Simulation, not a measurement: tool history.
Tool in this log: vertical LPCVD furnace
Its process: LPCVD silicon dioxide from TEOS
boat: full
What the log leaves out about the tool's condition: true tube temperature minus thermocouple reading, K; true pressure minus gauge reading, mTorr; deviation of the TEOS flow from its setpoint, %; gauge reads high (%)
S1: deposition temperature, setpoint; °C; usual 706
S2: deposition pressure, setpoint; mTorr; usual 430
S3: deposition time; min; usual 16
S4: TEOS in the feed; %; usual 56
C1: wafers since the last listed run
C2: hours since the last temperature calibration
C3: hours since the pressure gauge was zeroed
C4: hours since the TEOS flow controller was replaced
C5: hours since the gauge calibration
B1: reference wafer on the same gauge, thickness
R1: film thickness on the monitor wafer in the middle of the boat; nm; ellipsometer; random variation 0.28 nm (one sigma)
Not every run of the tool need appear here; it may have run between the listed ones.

run	hour	S1	S2	S3	S4	C1	C2	C3	C4	C5	B1	R1
1	0	706	430	16	56	0	3108.1	4279.8	4204.3	208.1	147.98	148.22
# hour 24.3: gauge calibrated
2	61.6	706	430	16	56	822	3169.7	4341.4	4265.9	37.3	148.15	148.51
3	77.4	706	430	16	56	211	3185.5	4357.2	4281.7	53.1	148.07	148.9
4	110.1	706	430	16	56	436	3218.2	4389.9	4314.4	85.8	147.88	148.91
5	144	706	430	16	56	452	3252.1	4423.8	4348.3	119.7	148.09	149.02
6	178.9	703	430	16	56	466	3287	4458.7	4383.2	154.6	148.01	139.52
# hour 229.6: thermocouples replaced and temperature profile calibrated
# hour 242.4: pressure gauge zeroed
7	242.9	706	430	16	56	362	13.3	0.5	4447.2	218.6	148.09	140.71
8	246.6	715	335	9.5	45	49	17	4.2	4450.9	222.3	148.03	81.02
9	256.3	706	430	16	56	129	26.7	13.9	4460.6	232	148.04	140.97
# hour 260: gauge calibrated
# hour 301.8: TEOS flow controller replaced
10	302.3	710	360	16	56	293	72.7	59.9	0.5	42.3	147.97	140.94
11	306.1	700	430	20.5	56	50	76.5	63.7	4.3	46.1	147.93	156.53
12	322	699	520	18.5	49	212	92.4	79.6	20.2	62	147.95	142.75
13	349.9	695	360	12.5	66	372	120.3	107.5	48.1	89.9	147.94	84.66
14	362.9	699	430	16	56	173	133.3	120.5	61.1	102.9	147.99	119.75
15	390.2	706	430	16	56	364	160.6	147.8	88.4	130.2	147.97	140.31

3 options for the next run, each taken on its own from the tool as it stands now. Forecast them:
A	394	706	430	16	56	50	164.4	151.6	92.2	134	?	?
B	394	716	330	16	56	50	164.4	151.6	92.2	134	?	?
C	394	718	335	11	56	50	164.4	151.6	92.2	134	?	?

run	B1	R1
A	148.03	140.73
B	148.03	154.69
C	148.03	112.06
Without the tool's hidden state the same runs would have given:
run	R1
A	137.67
B	151.39
C	109.69

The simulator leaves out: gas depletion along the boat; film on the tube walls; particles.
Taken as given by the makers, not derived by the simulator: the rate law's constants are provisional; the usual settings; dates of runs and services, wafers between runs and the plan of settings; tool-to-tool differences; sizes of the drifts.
